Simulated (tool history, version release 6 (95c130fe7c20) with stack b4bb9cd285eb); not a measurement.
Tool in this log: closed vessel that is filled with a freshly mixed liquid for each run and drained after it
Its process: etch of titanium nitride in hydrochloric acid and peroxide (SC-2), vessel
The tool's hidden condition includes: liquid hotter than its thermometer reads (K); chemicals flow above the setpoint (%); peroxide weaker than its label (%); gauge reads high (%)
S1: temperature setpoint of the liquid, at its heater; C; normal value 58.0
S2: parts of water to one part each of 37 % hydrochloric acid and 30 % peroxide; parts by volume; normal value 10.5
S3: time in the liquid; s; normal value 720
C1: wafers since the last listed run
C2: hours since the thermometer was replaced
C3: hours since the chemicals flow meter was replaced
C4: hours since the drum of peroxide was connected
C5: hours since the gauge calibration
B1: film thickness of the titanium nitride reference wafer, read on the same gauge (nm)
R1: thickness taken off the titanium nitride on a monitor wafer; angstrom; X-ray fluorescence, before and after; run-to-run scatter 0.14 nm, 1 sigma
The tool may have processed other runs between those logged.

run    hour    S1    S2    S3    C1     C2     C3      C4      C5     B1     R1
  1     0.0  58.0  10.5   720     0  368.3  525.3   486.8  2481.3  40.01  223.6
  2    73.2  51.0  10.5   720  2876  441.5  598.5   560.0  2554.5  39.99  142.1
  3   159.7  51.0  10.5   720  3398  528.0  685.0   646.5  2641.0  39.99  145.7
  4   235.5  51.0  10.5   720  2978  603.8  760.8   722.3  2716.8  39.97  143.9
      314.4  -- chemicals flow meter replaced
  5   329.8  58.0  14.0   830  3665  698.1   15.4   816.6  2811.1  39.98  206.7
      334.4  -- thermometer replaced
  6   367.8  58.0  12.0   720  1453   33.4   53.4   854.6  2849.1  39.98  190.5
  7   474.5  64.0   7.0   880  4192  140.1  160.1   961.3  2955.8  40.03  529.4
      502.3  -- new drum of peroxide connected
  8   515.1  58.0  10.5   720  1555  180.7  200.7    12.8  2996.4  39.99  223.3
  9   607.5  58.0   6.0   720  3630  273.1  293.1   105.2  3088.8  40.00  351.4
 10   697.7  58.0  10.5   420  3544  363.3  383.3   195.4  3179.0  40.03  131.6
 11   769.9  58.0  10.5   720  2836  435.5  455.5   267.6  3251.2  40.02  227.6
      787.5  -- gauge calibrated
 12   872.3  58.0  10.5  1030  4023  537.9  557.9   370.0    84.8  39.98  324.5
 13   939.8  65.0  13.5   360  2652  605.4  625.4   437.5   152.3  39.98  142.4
 14  1008.3  58.0  10.5   720  2691  673.9  693.9   506.0   220.8  40.01  231.1
     1086.8  -- thermometer replaced
     1091.4  -- chemicals flow meter replaced
 15  1111.7  58.0  10.5   720  3984   24.9   20.3   609.4   324.2  40.00  211.5
 16  1209.3  58.0  10.5   420  3834  122.5  117.9   707.0   421.8  40.07  124.7
 17  1250.5  55.0   8.5   895  1618  163.7  159.1   748.2   463.0  40.01  261.1
 18  1331.3  58.0  14.5   510  3174  244.5  239.9   829.0   543.8  39.98  115.4
 19  1407.6  61.5  13.0   720  2997  320.8  316.2   905.3   620.1  40.00  221.6
 20  1489.5  66.0   7.0   425  3218  402.7  398.1   987.2   702.0  40.01  291.8
 21  1540.3  58.0  10.5   720  1996  453.5  448.9  1038.0   752.8  39.98  219.2
 22  1613.7  50.0  10.5   560  2884  526.9  522.3  1111.4   826.2  40.03  101.0
 23  1675.8  66.0   9.0   860  2440  589.0  584.4  1173.5   888.3  40.03  484.2
     1707.9  -- new drum of peroxide connected
 24  1754.5  49.0  10.5   720  3052  667.7  663.1    46.6   967.0  39.96  131.0
     1768.5  -- thermometer replaced
 25  1850.1  58.0  10.5  1070  3717   81.6  758.7   142.2  1062.6  40.02  328.3
     1906.7  -- chemicals flow meter replaced
 26  1939.8  63.0  10.5   720  3485  171.3   33.1   231.9  1152.3  39.98  303.6
 27  2000.0  50.5  10.5   720  2365  231.5   93.3   292.1  1212.5  39.99  135.8
 28  2093.2  68.0  14.5   525  3662  324.7  186.5   385.3  1305.7  39.96  226.4

5 options for the next run, each taken on its own from the tool as it stands now. Forecast them:
  A  2094.1  58.0   7.5  720  35  325.6  187.4  386.2  1306.6   ?   ?
  B  2094.1  64.0  10.5  720  35  325.6  187.4  386.2  1306.6   ?   ?
  C  2094.1  52.0  10.5  940  35  325.6  187.4  386.2  1306.6   ?   ?
  D  2094.1  58.0  10.5  910  35  325.6  187.4  386.2  1306.6   ?   ?
  E  2094.1  58.0   9.0  720  35  325.6  187.4  386.2  1306.6   ?   ?

run     B1     R1
  A  40.02  293.0
  B  40.02  323.0
  C  40.02  197.3
  D  40.02  281.2
  E  40.02  252.9
With the hidden condition removed and each run's random variation left untouched, the same runs would have given:
run     R1
  A  289.4
  B  319.8
  C  194.8
  D  278.0
  E  249.9
